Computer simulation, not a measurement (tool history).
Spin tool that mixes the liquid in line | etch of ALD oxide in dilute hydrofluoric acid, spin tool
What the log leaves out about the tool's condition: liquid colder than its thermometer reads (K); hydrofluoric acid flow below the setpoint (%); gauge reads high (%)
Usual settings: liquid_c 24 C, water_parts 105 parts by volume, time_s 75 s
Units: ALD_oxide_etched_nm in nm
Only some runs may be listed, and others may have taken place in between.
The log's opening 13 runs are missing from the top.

run	hour	liquid_c	water_parts	time_s	wafers since the last listed run	hours since the thermometer was replaced	hours since the hydrofluoric acid flow meter was replaced	hours since the gauge calibration	read-back film thickness of the ALD oxide reference wafer, read on the same gauge (nm)	ALD_oxide_etched_nm
14	418.1	27.5	105	50	353	1081.1	1000.3	757.2	90.01	6.05
15	448.9	27.5	105	50	335	1111.9	1031.1	788	90.01	6.1
# hour 465.6: gauge calibrated
16	479.3	24	105	75	331	1142.3	1061.5	13.7	89.99	7.88
17	494.7	27	90	75	167	1157.7	1076.9	29.1	89.99	10.69
18	513.3	24	60	40	202	1176.3	1095.5	47.7	89.99	7.82
19	547.5	24	105	75	372	1210.5	1129.7	81.9	90	7.86
# hour 577.6: thermometer replaced
20	583.1	28	125	100	376	5.5	1165.3	117.5	90.02	10.04
# hour 598.7: hydrofluoric acid flow meter replaced
21	601	19.5	70	75	184	23.4	2.3	135.4	89.99	10.44
22	636.7	27	145	35	388	59.1	38	171.1	90.01	2.9
23	665.7	26.5	145	85	315	88.1	67	200.1	89.99	6.91
24	684.4	27.5	140	40	203	106.8	85.7	218.8	90	3.52
25	713.7	24	105	45	319	136.1	115	248.1	89.98	4.81
26	732.5	24	105	120	204	154.9	133.8	266.9	89.98	12.84
27	750.4	24	105	75	195	172.8	151.7	284.8	90	8.05
28	788.3	20.5	150	35	412	210.7	189.6	322.7	90.01	2.17
29	805	19.5	55	40	181	227.4	206.3	339.4	90.02	7.25
30	818.5	24	105	75	147	240.9	219.8	352.9	90	8.04
31	846.6	26	80	90	306	269	247.9	381	90.01	14.13
32	874.4	21	105	45	302	296.8	275.7	408.8	89.99	4.27
33	894.2	24	90	75	215	316.6	295.5	428.6	89.97	9.53
34	919.6	24	65	110	276	342	320.9	454	90.02	20.1
35	933.2	24	80	50	148	355.6	334.5	467.6	90	7.24

Here are 4 independent what-if runs from the current tool condition. What would each one return?
A	933.6	24	105	75	4	356	334.9	468	?	?
B	933.6	20	105	75	4	356	334.9	468	?	?
C	933.6	20.5	145	50	4	356	334.9	468	?	?
D	933.6	22	65	100	4	356	334.9	468	?	?

run	read-back film thickness of the ALD oxide reference wafer, read on the same gauge (nm)	ALD_oxide_etched_nm
A	89.98	8.03
B	89.98	6.84
C	89.98	3.22
D	89.98	16.76
With no hidden state in the tool, these same runs would have given:
run	ALD_oxide_etched_nm
A	8.11
B	6.9
C	3.26
D	16.92
